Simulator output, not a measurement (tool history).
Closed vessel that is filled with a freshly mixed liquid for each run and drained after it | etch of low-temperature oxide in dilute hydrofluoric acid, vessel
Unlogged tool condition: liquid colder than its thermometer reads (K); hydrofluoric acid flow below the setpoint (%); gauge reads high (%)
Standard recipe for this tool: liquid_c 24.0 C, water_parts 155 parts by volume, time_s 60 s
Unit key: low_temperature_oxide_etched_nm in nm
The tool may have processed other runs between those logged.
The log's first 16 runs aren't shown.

run   hour  liquid_c  water_parts  time_s  wafers since the last listed run  hours since the thermometer was replaced  hours since the hydrofluoric acid flow meter was replaced  hours since the gauge calibration  read-back film thickness of the low-temperature oxide reference wafer, read on the same gauge (nm)  low_temperature_oxide_etched_nm
 17  290.7      27.0          125      60                               806                                    1094.4                                                     1289.4                              122.3                                                                                              100.00                             8.66
     295.9  -- thermometer replaced
 18  307.6      20.5          155      60                              1095                                      11.7                                                     1306.3                              139.2                                                                                              100.03                             5.88
 19  324.6      24.0          220      60                              1171                                      28.7                                                     1323.3                              156.2                                                                                              100.01                             4.40
 20  369.2      22.5          115      30                              3073                                      73.3                                                     1367.9                              200.8                                                                                               99.98                             4.36
     373.9  -- hydrofluoric acid flow meter replaced
 21  383.6      22.5          155      35                               923                                      87.7                                                        9.7                              215.2                                                                                               99.98                             4.24
 22  401.3      20.5          155      60                              1219                                     105.4                                                       27.4                              232.9                                                                                              100.00                             6.66
 23  412.6      24.0          155      60                               778                                     116.7                                                       38.7                              244.2                                                                                               99.96                             7.61
 24  422.9      27.0           75      35                               709                                     127.0                                                       49.0                              254.5                                                                                              100.01                            11.24
 25  454.6      24.0           90      30                              2184                                     158.7                                                       80.7                              286.2                                                                                              100.01                             7.02
 26  469.0      24.0          200      90                               992                                     173.1                                                       95.1                              300.6                                                                                              100.01                             8.31
 27  478.5      24.0          185      60                               654                                     182.6                                                      104.6                              310.1                                                                                               99.99                             6.06
 28  494.3      26.5          125      60                              1088                                     198.4                                                      120.4                              325.9                                                                                               99.98                            10.58
     501.3  -- gauge calibrated
 29  503.1      24.0          155      60                               606                                     207.2                                                      129.2                                1.8                                                                                               99.97                             7.40
 30  515.8      24.0          105      60                               875                                     219.9                                                      141.9                               14.5                                                                                              100.04                            11.84
 31  529.3      28.0          110      95                               930                                     233.4                                                      155.4                               28.0                                                                                               99.97                            20.48

Alternative continuations, all from the tool just after run 31; predict every row:
  A  530.0      24.0          155      35                                48                                     234.1                                                      156.1                               28.7                                                                                                   ?                                ?
  B  530.0      24.0          120      95                                48                                     234.1                                                      156.1                               28.7                                                                                                   ?                                ?
  C  530.0      20.0          135      90                                48                                     234.1                                                      156.1                               28.7                                                                                                   ?                                ?

run  read-back film thickness of the low-temperature oxide reference wafer, read on the same gauge (nm)  low_temperature_oxide_etched_nm
  A                                                                                               99.99                             4.36
  B                                                                                               99.99                            15.93
  C                                                                                               99.99                            11.24
The same runs, with their run-to-run variation unchanged, on a tool lacking any hidden condition would have given:
run  low_temperature_oxide_etched_nm
  A                             4.60
  B                            16.79
  C                            11.87
